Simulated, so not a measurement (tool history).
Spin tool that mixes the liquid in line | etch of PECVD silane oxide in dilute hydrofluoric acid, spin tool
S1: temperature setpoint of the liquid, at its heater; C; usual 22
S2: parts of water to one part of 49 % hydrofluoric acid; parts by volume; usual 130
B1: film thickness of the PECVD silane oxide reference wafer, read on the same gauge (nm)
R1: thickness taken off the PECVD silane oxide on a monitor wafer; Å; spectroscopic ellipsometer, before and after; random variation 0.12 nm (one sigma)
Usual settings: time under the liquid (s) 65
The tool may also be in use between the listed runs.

Run 1, day 0: usual settings; B1 60.01. Result: R1 149.9 Å.
Run 2, day 0.717: usual settings; B1 60. Result: R1 149.3 Å.
Run 3, day 1.375: usual settings but S2 175 parts by volume; B1 60.02. Result: R1 105.4 Å.
Run 4, day 1.971: usual settings; B1 60. Result: R1 148.9 Å.
Run 5, day 2.388: usual settings but S2 160 parts by volume; B1 60. Result: R1 116.4 Å.
Run 6, day 3.046: usual settings; B1 60.02. Result: R1 147.7 Å.
Run 7, day 3.308: usual settings; B1 60.01. Result: R1 146.7 Å.
Run 8, day 3.979: usual settings; B1 60.01. Result: R1 149.1 Å.
Run 9, day 4.604: usual settings; B1 60.01. Result: R1 145.4 Å.
Run 10, day 4.879: usual settings; B1 60. Result: R1 147.9 Å.
At day 5.233: thermometer replaced.
Run 11, day 5.254: usual settings; B1 60.02. Result: R1 147.8 Å.
Run 12, day 5.488: usual settings; B1 60.01. Result: R1 147.3 Å.
At day 5.812: gauge calibrated.
Run 13, day 6.238: usual settings but S2 95 parts by volume; B1 60.01. Result: R1 211.2 Å.
Run 14, day 6.7: usual settings but S2 95 parts by volume; B1 60.02. Result: R1 210.8 Å.
Run 15, day 7.375: usual settings but S1 18.5 C, S2 80 parts by volume, time under the liquid (s) 95; B1 59.98. Result: R1 321.5 Å.
Run 16, day 7.783: usual settings but S1 25.5 C, S2 70 parts by volume, time under the liquid (s) 35; B1 59.98. Result: R1 180.4 Å.
Run 17, day 8.388: usual settings but S1 25 C, S2 85 parts by volume, time under the liquid (s) 50; B1 60.01. Result: R1 202.8 Å.
Run 18, day 9.854: usual settings but S1 26 C, time under the liquid (s) 100; B1 59.99. Result: R1 257 Å.
Run 19, day 10.562: usual settings but S1 18.5 C, time under the liquid (s) 80; B1 59.99. Result: R1 154 Å.
Run 20, day 11.962: usual settings; B1 59.99. Result: R1 142.2 Å.
Run 21, day 12.692: usual settings; B1 60. Result: R1 142.9 Å.
Run 22, day 13.162: usual settings but S1 19 C, S2 170 parts by volume; B1 59.98. Result: R1 93.2 Å.
At day 13.754: hydrofluoric acid flow meter replaced.
Run 23, day 13.838: usual settings but S2 85 parts by volume; B1 60. Result: R1 249.5 Å.
Run 24, day 14.2: usual settings but S2 150 parts by volume; B1 60. Result: R1 131.5 Å.
Run 25, day 14.871: usual settings; B1 60.02. Result: R1 153.9 Å.
Run 26, day 15.446: usual settings; B1 59.99. Result: R1 153.9 Å.
Run 27, day 15.779: usual settings; B1 60.02. Result: R1 155.3 Å.
Run 28, day 16.371: usual settings but S1 18.5 C, time under the liquid (s) 45; B1 59.98. Result: R1 93.7 Å.

Forecast run 29:
Run 29, day 17.829: usual settings; B1 ?. Result: R1 ?.

{"run 29": {"B1": 59.99, "R1": 153}}
Without the tool's hidden state the same run would have given R1 155.4 Å.
